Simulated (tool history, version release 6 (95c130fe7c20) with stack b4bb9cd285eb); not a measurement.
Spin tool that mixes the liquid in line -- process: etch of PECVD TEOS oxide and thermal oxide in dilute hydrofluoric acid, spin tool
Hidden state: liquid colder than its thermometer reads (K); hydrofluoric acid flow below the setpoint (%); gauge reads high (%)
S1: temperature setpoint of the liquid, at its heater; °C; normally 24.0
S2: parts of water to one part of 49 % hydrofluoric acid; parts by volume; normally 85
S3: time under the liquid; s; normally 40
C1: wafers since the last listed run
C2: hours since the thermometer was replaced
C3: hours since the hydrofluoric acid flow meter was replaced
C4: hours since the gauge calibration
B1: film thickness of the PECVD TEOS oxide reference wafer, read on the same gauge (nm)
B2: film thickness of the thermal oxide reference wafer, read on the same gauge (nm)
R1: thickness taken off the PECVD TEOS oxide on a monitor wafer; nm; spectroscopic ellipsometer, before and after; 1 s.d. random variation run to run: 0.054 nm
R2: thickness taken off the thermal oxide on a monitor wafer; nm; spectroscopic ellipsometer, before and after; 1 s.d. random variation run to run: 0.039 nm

run 1 hour=0.0 | S1=24.0 S2=85 S3=35 | C1=0 C2=1395.4 C3=1232.1 C4=258.0 | B1=80.00 B2=150.006 | R1=5.03 R2=1.742
run 2 hour=23.4 | S1=24.0 S2=85 S3=35 | C1=369 C2=1418.8 C3=1255.5 C4=281.4 | B1=80.01 B2=149.992 | R1=5.14 R2=1.711
run 3 hour=56.6 | S1=24.0 S2=85 S3=40 | C1=524 C2=1452.0 C3=1288.7 C4=314.6 | B1=80.01 B2=150.021 | R1=5.73 R2=1.981
run 4 hour=75.9 | S1=24.0 S2=85 S3=40 | C1=304 C2=1471.3 C3=1308.0 C4=333.9 | B1=79.99 B2=149.978 | R1=5.67 R2=1.932
run 5 hour=92.1 | S1=24.0 S2=85 S3=40 | C1=255 C2=1487.5 C3=1324.2 C4=350.1 | B1=80.02 B2=149.998 | R1=5.81 R2=1.987
run 6 hour=117.5 | S1=22.0 S2=85 S3=40 | C1=401 C2=1512.9 C3=1349.6 C4=375.5 | B1=79.99 B2=149.983 | R1=5.38 R2=1.889
run 7 hour=152.3 | S1=24.0 S2=85 S3=40 | C1=549 C2=1547.7 C3=1384.4 C4=410.3 | B1=80.00 B2=149.999 | R1=5.71 R2=1.960
run 8 hour=166.9 | S1=24.0 S2=85 S3=40 | C1=230 C2=1562.3 C3=1399.0 C4=424.9 | B1=79.98 B2=150.004 | R1=5.73 R2=1.991
run 9 hour=185.2 | S1=24.0 S2=85 S3=40 | C1=289 C2=1580.6 C3=1417.3 C4=443.2 | B1=79.99 B2=150.023 | R1=5.74 R2=1.890
-- hour=195.9 gauge calibrated
run 10 hour=210.6 | S1=24.0 S2=85 S3=40 | C1=401 C2=1606.0 C3=1442.7 C4=14.7 | B1=79.98 B2=150.026 | R1=5.70 R2=1.963
run 11 hour=242.2 | S1=24.0 S2=85 S3=40 | C1=499 C2=1637.6 C3=1474.3 C4=46.3 | B1=79.99 B2=149.998 | R1=5.74 R2=2.048
-- hour=246.5 hydrofluoric acid flow meter replaced
run 12 hour=266.8 | S1=24.0 S2=85 S3=40 | C1=372 C2=1662.2 C3=20.3 C4=70.9 | B1=79.97 B2=149.980 | R1=5.69 R2=1.992
-- hour=287.4 thermometer replaced
run 13 hour=298.5 | S1=22.0 S2=75 S3=45 | C1=485 C2=11.1 C3=52.0 C4=102.6 | B1=80.00 B2=150.006 | R1=7.32 R2=2.615
run 14 hour=314.4 | S1=27.0 S2=85 S3=40 | C1=251 C2=27.0 C3=67.9 C4=118.5 | B1=79.98 B2=149.993 | R1=7.08 R2=2.372
run 15 hour=349.0 | S1=24.0 S2=85 S3=40 | C1=546 C2=61.6 C3=102.5 C4=153.1 | B1=80.00 B2=150.008 | R1=6.12 R2=2.180
run 16 hour=374.4 | S1=26.5 S2=65 S3=65 | C1=401 C2=87.0 C3=127.9 C4=178.5 | B1=80.00 B2=149.991 | R1=15.03 R2=4.962
run 17 hour=405.9 | S1=26.5 S2=65 S3=15 | C1=497 C2=118.5 C3=159.4 C4=210.0 | B1=80.00 B2=150.004 | R1=3.37 R2=1.218
run 18 hour=436.8 | S1=24.0 S2=85 S3=40 | C1=488 C2=149.4 C3=190.3 C4=240.9 | B1=80.00 B2=150.033 | R1=6.05 R2=2.131
run 19 hour=454.8 | S1=27.0 S2=70 S3=55 | C1=284 C2=167.4 C3=208.3 C4=258.9 | B1=80.00 B2=150.003 | R1=12.00 R2=3.907
run 20 hour=481.0 | S1=24.0 S2=85 S3=45 | C1=413 C2=193.6 C3=234.5 C4=285.1 | B1=79.99 B2=150.025 | R1=6.91 R2=2.379
run 21 hour=501.0 | S1=24.0 S2=85 S3=40 | C1=315 C2=213.6 C3=254.5 C4=305.1 | B1=79.99 B2=150.008 | R1=6.02 R2=2.081
run 22 hour=513.2 | S1=24.0 S2=85 S3=50 | C1=192 C2=225.8 C3=266.7 C4=317.3 | B1=80.01 B2=149.976 | R1=7.68 R2=2.604

Each row is a separate what-if for the run after 22, all from the same tool condition, not one after another. Results?
run A hour=513.6 | S1=24.0 S2=85 S3=55 | C1=6 C2=226.2 C3=267.1 C4=317.7 | B1=? B2=? | R1=? R2=?
run B hour=513.6 | S1=28.5 S2=120 S3=40 | C1=6 C2=226.2 C3=267.1 C4=317.7 | B1=? B2=? | R1=? R2=?
run C hour=513.6 | S1=24.0 S2=105 S3=40 | C1=6 C2=226.2 C3=267.1 C4=317.7 | B1=? B2=? | R1=? R2=?

run=A B1=80.00 B2=150.003 R1=8.39 R2=2.902
run=B B1=80.00 B2=150.003 R1=4.93 R2=1.704
run=C B1=80.00 B2=150.003 R1=4.82 R2=1.667
With the hidden condition removed and each run's random variation left untouched, the same runs would have given:
run=A R1=8.65 R2=2.991
run=B R1=5.07 R2=1.753
run=C R1=4.97 R2=1.718
